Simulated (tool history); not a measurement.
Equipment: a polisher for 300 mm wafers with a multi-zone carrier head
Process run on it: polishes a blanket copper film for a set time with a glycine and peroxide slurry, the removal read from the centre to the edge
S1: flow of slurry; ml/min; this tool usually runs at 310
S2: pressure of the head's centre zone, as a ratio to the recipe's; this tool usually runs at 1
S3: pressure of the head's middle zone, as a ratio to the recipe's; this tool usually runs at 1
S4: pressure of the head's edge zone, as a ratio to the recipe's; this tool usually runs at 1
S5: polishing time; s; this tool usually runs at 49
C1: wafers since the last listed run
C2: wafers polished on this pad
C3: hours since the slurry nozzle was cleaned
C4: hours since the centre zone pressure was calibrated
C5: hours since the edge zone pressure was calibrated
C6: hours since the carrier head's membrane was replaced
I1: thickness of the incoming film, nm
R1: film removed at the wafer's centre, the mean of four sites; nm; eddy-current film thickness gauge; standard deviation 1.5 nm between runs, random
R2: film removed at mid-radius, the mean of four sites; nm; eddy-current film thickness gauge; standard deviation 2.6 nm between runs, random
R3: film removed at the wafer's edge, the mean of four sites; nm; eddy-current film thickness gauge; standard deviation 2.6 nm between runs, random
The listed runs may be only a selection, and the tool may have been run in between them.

run     day   S1    S2    S3    S4  S5    C1    C2     C3      C4     C5      C6      I1     R1     R2     R3
  1       0  310     1     1  1.07  49     0  1445  683.5   122.1    317    1605  1871.9  191.7  193.3  190.9
      2.962  -- carrier head's membrane replaced by a new one
  2   4.425  420  1.11   0.9     1  64   984  2430  789.7   228.3  423.2    35.1  1908.3  290.1  238.4  253.4
      5.208  -- slurry nozzle cleaned
  3   7.071  310     1     1     1  37   608  3038   44.7   291.8  486.7    98.6  1907.5    147    149  146.9
  4  10.333  310   0.9     1     1  49   761  3800    123   370.1    565   176.9    1864  171.5  195.6  190.2
  5  13.162  310     1     1     1  49   660  4460  190.9     438  632.9   244.8  1880.2  193.2    197  196.4
  6  21.742  310     1   0.9  1.05  49  2003  6463  396.8   643.9  838.8   450.7  1877.6  191.7  185.8    194
  7  24.383  310  0.91  1.11     1  49   616  7080  460.2   707.3  902.2   514.1  1871.9  177.2  214.4    184
     25.912  -- edge zone pressure recalibrated
     26.225  -- worn pad replaced by a new one
  8   27.45  310     1     1     1  49   657   286  533.8   780.9   36.9   587.7  1871.6  195.8  195.2  192.9
  9  31.567  310     1     1     1  49   961  1247  632.6   879.7  135.7   686.5  1865.8  194.8  194.5  187.7
 10  33.317  310     1  1.08     1  49   408  1655  674.6   921.7  177.7   728.5    1865  194.3  206.1  189.6
 11  35.125  345     1  0.96  1.11  49   422  2078    718   965.1  221.1   771.9    1859  191.5  194.7  196.3
     38.379  -- slurry nozzle cleaned
 12  39.179  310  1.09     1     1  49   936  3015   19.2  1062.4  318.4   869.2  1893.2  208.1  198.4  190.1
 13  43.471  310     1     1     1  49  1002  4017  122.2  1165.4  421.4   972.2  1895.7  192.9  196.7  189.7
 14  45.108  310  1.05  1.05  1.12  49   382  4399  161.5  1204.7  460.7  1011.5  1857.2  203.6  205.5  199.8
     46.304  -- centre zone pressure recalibrated
 15  47.675  200     1     1     1  49   579  4979  223.1    32.9  522.3  1073.1  1899.4    183    186  184.9
 16  50.883  310  1.09  0.89     1  54   749  5728  300.1   109.9  599.3  1150.1  1903.8  231.4  192.9  208.1
     57.704  -- edge zone pressure recalibrated
     58.275  -- worn pad replaced by a new one
 17  63.442  310  0.95     1     1  49  2873  1205  601.5   411.3  137.7  1451.5  1868.5  184.9  193.3  189.8
     64.412  -- slurry nozzle cleaned
 18  65.779  310     1     1     1  56   536  1741   32.8   467.4  193.8  1507.6  1845.7  217.7  218.8  216.6
 19  67.983  310     1  0.91     1  49   514  2256   85.7   520.3  246.7  1560.5  1866.7  191.8  178.9  191.5
     72.292  -- carrier head's membrane replaced by a new one
 20  72.408  265     1     1     1  41   984  3241  191.9   626.5  352.9     2.8  1894.9  161.7  162.2  155.5
 21  73.983  310  1.11     1     1  58   367  3608  229.7   664.3  390.7    40.6  1871.7  256.5  234.6  224.9
 22  77.317  310     1     1     1  60   778  4387  309.7   744.3  470.7   120.6  1881.5  236.4  237.2  232.5
 23  80.679  380     1  1.05     1  63   785  5172  390.4     825  551.4   201.3  1869.3  252.9  261.6  246.8

Give the tool's hidden conditions for every run:
removal rate lost through wear of the pad, %: 0 in every run
slurry flow missing at the pad, %: 0 in every run
deviation of the centre zone's pressure from its setpoint, %: 0 in every run
deviation of the edge zone's pressure from its setpoint, %: 0 in every run
